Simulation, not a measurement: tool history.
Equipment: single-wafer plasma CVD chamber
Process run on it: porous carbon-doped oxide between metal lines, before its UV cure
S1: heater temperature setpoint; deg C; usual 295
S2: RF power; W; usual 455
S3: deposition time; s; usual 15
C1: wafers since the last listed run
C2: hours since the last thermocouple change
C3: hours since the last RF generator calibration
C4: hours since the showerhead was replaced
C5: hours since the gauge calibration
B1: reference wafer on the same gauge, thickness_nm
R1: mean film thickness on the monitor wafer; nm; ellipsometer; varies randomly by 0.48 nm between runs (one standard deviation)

run 1 day=0 | S1=288 S2=455 S3=15 | C1=0 C2=1179.3 C3=2021.9 C4=2484.4 C5=10.9 | B1=82.995 | R1=84.222
run 2 day=2.15 | S1=295 S2=455 S3=13.5 | C1=1007 C2=1230.9 C3=2073.5 C4=2536 C5=62.5 | B1=83.068 | R1=73.405
run 3 day=3.675 | S1=295 S2=455 S3=15 | C1=714 C2=1267.5 C3=2110.1 C4=2572.6 C5=99.1 | B1=83.02 | R1=80.184
run 4 day=5.204 | S1=295 S2=455 S3=15 | C1=716 C2=1304.2 C3=2146.8 C4=2609.3 C5=135.8 | B1=82.968 | R1=80.389
run 5 day=7.967 | S1=307 S2=455 S3=15 | C1=1293 C2=1370.5 C3=2213.1 C4=2675.6 C5=202.1 | B1=83.175 | R1=75.262
run 6 day=10.788 | S1=307 S2=455 S3=15 | C1=1321 C2=1438.2 C3=2280.8 C4=2743.3 C5=269.8 | B1=83.111 | R1=75.361
run 7 day=13.392 | S1=307 S2=455 S3=15 | C1=1219 C2=1500.7 C3=2343.3 C4=2805.8 C5=332.3 | B1=83.1 | R1=75.573
run 8 day=16.196 | S1=287 S2=455 S3=15 | C1=1313 C2=1568 C3=2410.6 C4=2873.1 C5=399.6 | B1=83.011 | R1=83.289
run 9 day=19.192 | S1=287 S2=455 S3=15 | C1=1403 C2=1639.9 C3=2482.5 C4=2945 C5=471.5 | B1=82.835 | R1=83.047
-- day=19.717 RF generator calibrated
-- day=21.288 showerhead replaced, of another model than before
run 10 day=21.704 | S1=295 S2=455 S3=15 | C1=864 C2=1700.2 C3=47.7 C4=10 C5=531.8 | B1=82.938 | R1=79.657
run 11 day=23.779 | S1=295 S2=455 S3=15 | C1=971 C2=1750 C3=97.5 C4=59.8 C5=581.6 | B1=82.965 | R1=79.79
run 12 day=26.712 | S1=295 S2=455 S3=15 | C1=1373 C2=1820.4 C3=167.9 C4=130.2 C5=652 | B1=83.047 | R1=78.479
run 13 day=29.654 | S1=295 S2=520 S3=15 | C1=1377 C2=1891 C3=238.5 C4=200.8 C5=722.6 | B1=83.024 | R1=86.056
-- day=30.583 gauge calibrated
-- day=31.075 thermocouple changed; heater temperature recalibrated
run 14 day=31.096 | S1=286 S2=515 S3=15.9 | C1=519 C2=0.5 C3=273.1 C4=235.4 C5=12.3 | B1=83.02 | R1=97.956
run 15 day=33.654 | S1=295 S2=455 S3=13.5 | C1=1198 C2=61.9 C3=334.5 C4=296.8 C5=73.7 | B1=83.021 | R1=73.551
run 16 day=35.471 | S1=295 S2=455 S3=15 | C1=850 C2=105.5 C3=378.1 C4=340.4 C5=117.3 | B1=82.935 | R1=81.251
run 17 day=38.133 | S1=295 S2=455 S3=13.5 | C1=1247 C2=169.4 C3=442 C4=404.3 C5=181.2 | B1=82.783 | R1=73.768
run 18 day=39.483 | S1=310 S2=455 S3=13.3 | C1=632 C2=201.8 C3=474.4 C4=436.7 C5=213.6 | B1=82.977 | R1=67.235
run 19 day=41.229 | S1=291 S2=525 S3=12.2 | C1=817 C2=243.7 C3=516.3 C4=478.6 C5=255.5 | B1=82.933 | R1=74.567
run 20 day=43.558 | S1=299 S2=485 S3=15 | C1=1090 C2=299.6 C3=572.2 C4=534.5 C5=311.4 | B1=83.06 | R1=82.976
run 21 day=44.592 | S1=286 S2=500 S3=16.6 | C1=484 C2=324.4 C3=597 C4=559.3 C5=336.2 | B1=82.86 | R1=99.215
run 22 day=45.767 | S1=295 S2=500 S3=16.2 | C1=550 C2=352.6 C3=625.2 C4=587.5 C5=364.4 | B1=82.965 | R1=93.269
run 23 day=48.562 | S1=288 S2=495 S3=13.1 | C1=1309 C2=419.7 C3=692.3 C4=654.6 C5=431.5 | B1=83.035 | R1=78.638
run 24 day=50.158 | S1=288 S2=380 S3=12.5 | C1=747 C2=458 C3=730.6 C4=692.9 C5=469.8 | B1=82.931 | R1=62.931

Below, each run's measurement less what the same run would have read without the hidden state. Both values contain the same run-to-run variation, but the gauge's scatter may not be the same in both:
Hidden state at play: wafer temperature above the value expected at the setpoint (K); delivered RF power above the setpoint (%); gauge reads high (%).
run=1 R1=-1.215
run=2 R1=-1.081
run=3 R1=-1.228
run=4 R1=-1.279
run=5 R1=-1.201
run=6 R1=-1.28
run=7 R1=-1.356
run=8 R1=-1.758
run=9 R1=-1.853
run=10 R1=-1.78
run=11 R1=-1.848
run=12 R1=-1.908
run=13 R1=-2.191
run=14 R1=+0.125
run=15 R1=+0.016
run=16 R1=-0.039
run=17 R1=-0.112
run=18 R1=-0.127
run=19 R1=-0.206
run=20 R1=-0.297
run=21 R1=-0.421
run=22 R1=-0.418
run=23 R1=-0.458
run=24 R1=-0.407
